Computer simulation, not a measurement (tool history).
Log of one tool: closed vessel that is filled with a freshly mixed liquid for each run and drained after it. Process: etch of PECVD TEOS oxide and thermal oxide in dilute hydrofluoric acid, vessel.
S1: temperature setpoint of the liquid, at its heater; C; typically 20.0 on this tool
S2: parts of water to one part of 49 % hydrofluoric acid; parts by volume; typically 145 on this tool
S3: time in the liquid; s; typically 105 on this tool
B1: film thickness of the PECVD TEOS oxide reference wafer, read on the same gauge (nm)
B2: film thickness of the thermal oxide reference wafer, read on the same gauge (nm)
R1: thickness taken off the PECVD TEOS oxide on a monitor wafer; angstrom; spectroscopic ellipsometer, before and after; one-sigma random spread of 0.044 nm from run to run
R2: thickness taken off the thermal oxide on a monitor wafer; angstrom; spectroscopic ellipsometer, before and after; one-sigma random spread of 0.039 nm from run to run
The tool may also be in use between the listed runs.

Run 1, day 0.000: usual settings; B1 129.98; B2 79.988. Result: R1 75.6 angstrom, R2 24.14 angstrom.
Run 2, day 1.367: usual settings but S3 75 s; B1 130.02; B2 80.045. Result: R1 53.2 angstrom, R2 17.12 angstrom.
Run 3, day 3.879: usual settings but S3 75 s; B1 129.99; B2 79.984. Result: R1 53.6 angstrom, R2 17.14 angstrom.
Run 4, day 4.617: usual settings but S1 23.5 C; B1 130.00; B2 80.024. Result: R1 85.5 angstrom, R2 27.47 angstrom.
Run 5, day 5.275: usual settings but S3 120 s; B1 130.01; B2 79.987. Result: R1 85.4 angstrom, R2 27.69 angstrom.
At day 5.883: gauge calibrated.
Run 6, day 6.317: usual settings but S2 180 parts by volume; B1 130.03; B2 79.994. Result: R1 57.5 angstrom, R2 18.29 angstrom.
At day 7.396: hydrofluoric acid flow meter replaced.
Run 7, day 7.746: usual settings but S2 180 parts by volume; B1 129.99; B2 79.986. Result: R1 67.2 angstrom, R2 21.85 angstrom.
Run 8, day 8.562: usual settings; B1 130.02; B2 79.998. Result: R1 86.3 angstrom, R2 27.34 angstrom.
Run 9, day 9.150: usual settings but S1 17.0 C, S3 120 s; B1 129.97; B2 80.014. Result: R1 87.2 angstrom, R2 27.68 angstrom.
Run 10, day 9.683: usual settings but S1 17.0 C, S2 90 parts by volume, S3 80 s; B1 129.99; B2 80.001. Result: R1 100.2 angstrom, R2 30.78 angstrom.
Run 11, day 10.888: usual settings but S2 120 parts by volume, S3 160 s; B1 129.97; B2 79.998. Result: R1 164.0 angstrom, R2 52.76 angstrom.
At day 11.096: thermometer replaced.
Run 12, day 11.617: usual settings but S3 165 s; B1 130.00; B2 79.993. Result: R1 136.3 angstrom, R2 44.50 angstrom.
Run 13, day 12.304: usual settings; B1 130.04; B2 79.975. Result: R1 85.8 angstrom, R2 26.61 angstrom.
Run 14, day 13.425: usual settings but S2 205 parts by volume; B1 129.99; B2 79.996. Result: R1 56.6 angstrom, R2 18.54 angstrom.
Run 15, day 14.279: usual settings; B1 129.99; B2 79.996. Result: R1 85.4 angstrom, R2 27.92 angstrom.
Run 16, day 14.812: usual settings but S1 23.5 C, S2 200 parts by volume, S3 70 s; B1 130.01; B2 79.975. Result: R1 44.4 angstrom, R2 14.15 angstrom.
Run 17, day 15.662: usual settings but S3 135 s; B1 129.99; B2 80.018. Result: R1 109.4 angstrom, R2 34.24 angstrom.

Below are 5 alternative next runs, each starting from the tool's condition after run 17. Predict each:
Run A, day 15.692: usual settings but S1 17.0 C; B1 ?; B2 ?. Result: R1 ?, R2 ?.
Run B, day 15.692: usual settings but S1 17.0 C, S2 190 parts by volume, S3 55 s; B1 ?; B2 ?. Result: R1 ?, R2 ?.
Run C, day 15.692: usual settings but S3 60 s; B1 ?; B2 ?. Result: R1 ?, R2 ?.
Run D, day 15.692: usual settings but S2 90 parts by volume, S3 140 s; B1 ?; B2 ?. Result: R1 ?, R2 ?.
Run E, day 15.692: usual settings but S1 24.5 C, S3 160 s; B1 ?; B2 ?. Result: R1 ?, R2 ?.

run      B1      B2     R1     R2
  A  129.99  80.024   75.5  24.00
  B  129.99  80.024   28.9   9.18
  C  129.99  80.024   48.7  15.48
  D  129.99  80.024  194.7  61.86
  E  129.99  80.024  154.9  49.19
With no hidden state in the tool, these same runs would have given:
run     R1     R2
  A   77.4  24.59
  B   29.7   9.42
  C   50.0  15.87
  D  199.4  63.34
  E  158.8  50.44

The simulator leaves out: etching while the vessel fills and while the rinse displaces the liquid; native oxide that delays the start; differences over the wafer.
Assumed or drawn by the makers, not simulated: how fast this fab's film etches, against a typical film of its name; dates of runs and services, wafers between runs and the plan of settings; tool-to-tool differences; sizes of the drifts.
